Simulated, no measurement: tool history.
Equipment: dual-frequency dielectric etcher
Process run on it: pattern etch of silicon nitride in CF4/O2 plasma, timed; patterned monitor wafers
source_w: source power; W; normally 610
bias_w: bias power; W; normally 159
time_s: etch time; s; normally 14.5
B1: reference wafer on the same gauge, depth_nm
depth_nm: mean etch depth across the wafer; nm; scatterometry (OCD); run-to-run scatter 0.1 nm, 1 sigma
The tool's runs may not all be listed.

run 1 hour=0.0 | source_w=510 bias_w=159 time_s=14.5 | B1=28.14 | depth_nm=29.08
run 2 hour=17.7 | source_w=610 bias_w=159 time_s=14.5 | B1=28.13 | depth_nm=33.60
-- hour=43.6 gauge calibrated
run 3 hour=50.0 | source_w=610 bias_w=159 time_s=14.5 | B1=28.13 | depth_nm=33.77
run 4 hour=69.4 | source_w=710 bias_w=159 time_s=14.5 | B1=28.12 | depth_nm=38.23
run 5 hour=93.6 | source_w=710 bias_w=159 time_s=14.5 | B1=28.08 | depth_nm=38.35
-- hour=131.1 source power generator calibrated
-- hour=138.2 wet clean of the chamber
run 6 hour=138.7 | source_w=710 bias_w=159 time_s=14.5 | B1=28.09 | depth_nm=38.42
run 7 hour=139.1 | source_w=610 bias_w=159 time_s=14.5 | B1=28.11 | depth_nm=33.82
run 8 hour=154.3 | source_w=610 bias_w=159 time_s=14.5 | B1=28.12 | depth_nm=33.58
-- hour=173.3 bias power generator calibrated
run 9 hour=186.2 | source_w=610 bias_w=159 time_s=14.5 | B1=28.09 | depth_nm=33.81
run 10 hour=202.5 | source_w=610 bias_w=150 time_s=14.5 | B1=28.08 | depth_nm=33.52
run 11 hour=224.9 | source_w=610 bias_w=150 time_s=14.5 | B1=28.10 | depth_nm=33.47
run 12 hour=255.0 | source_w=610 bias_w=150 time_s=14.5 | B1=28.10 | depth_nm=33.29
-- hour=282.6 upper electrode replaced
run 13 hour=283.1 | source_w=610 bias_w=159 time_s=14.5 | B1=28.13 | depth_nm=33.59
run 14 hour=304.3 | source_w=690 bias_w=126 time_s=14.5 | B1=28.08 | depth_nm=36.03
run 15 hour=328.7 | source_w=610 bias_w=159 time_s=14.5 | B1=28.13 | depth_nm=33.86
run 16 hour=347.6 | source_w=540 bias_w=176 time_s=14.5 | B1=28.10 | depth_nm=31.01
run 17 hour=361.9 | source_w=610 bias_w=159 time_s=14.5 | B1=28.08 | depth_nm=33.71
run 18 hour=397.3 | source_w=610 bias_w=159 time_s=14.5 | B1=28.10 | depth_nm=33.83
run 19 hour=416.0 | source_w=540 bias_w=159 time_s=14.5 | B1=28.09 | depth_nm=30.47
run 20 hour=429.6 | source_w=550 bias_w=135 time_s=10.5 | B1=28.11 | depth_nm=21.86
run 21 hour=459.9 | source_w=610 bias_w=159 time_s=14.5 | B1=28.06 | depth_nm=33.74
-- hour=469.5 gauge calibrated
run 22 hour=481.1 | source_w=550 bias_w=196 time_s=12.5 | B1=28.11 | depth_nm=27.78
run 23 hour=502.9 | source_w=490 bias_w=187 time_s=11.5 | B1=28.10 | depth_nm=23.00
run 24 hour=529.5 | source_w=610 bias_w=159 time_s=14.5 | B1=28.07 | depth_nm=33.74
run 25 hour=554.4 | source_w=560 bias_w=127 time_s=12.5 | B1=28.12 | depth_nm=26.14
-- hour=581.1 wet clean of the chamber
run 26 hour=581.6 | source_w=550 bias_w=185 time_s=11.0 | B1=28.11 | depth_nm=24.13
run 27 hour=599.9 | source_w=520 bias_w=133 time_s=16.5 | B1=28.11 | depth_nm=32.58
run 28 hour=617.8 | source_w=610 bias_w=159 time_s=14.5 | B1=28.11 | depth_nm=33.64
run 29 hour=640.9 | source_w=610 bias_w=172 time_s=14.5 | B1=28.10 | depth_nm=34.23

List, for all runs, the conditions of the tool that the log does not record:
etch rate over this chamber's usual, %: 0 across all the runs
source power that arrives over what is set, %: 0 across all the runs
bias power that arrives over what is set, %: 0 across all the runs
gauge reads high (%): 0 across all the runs
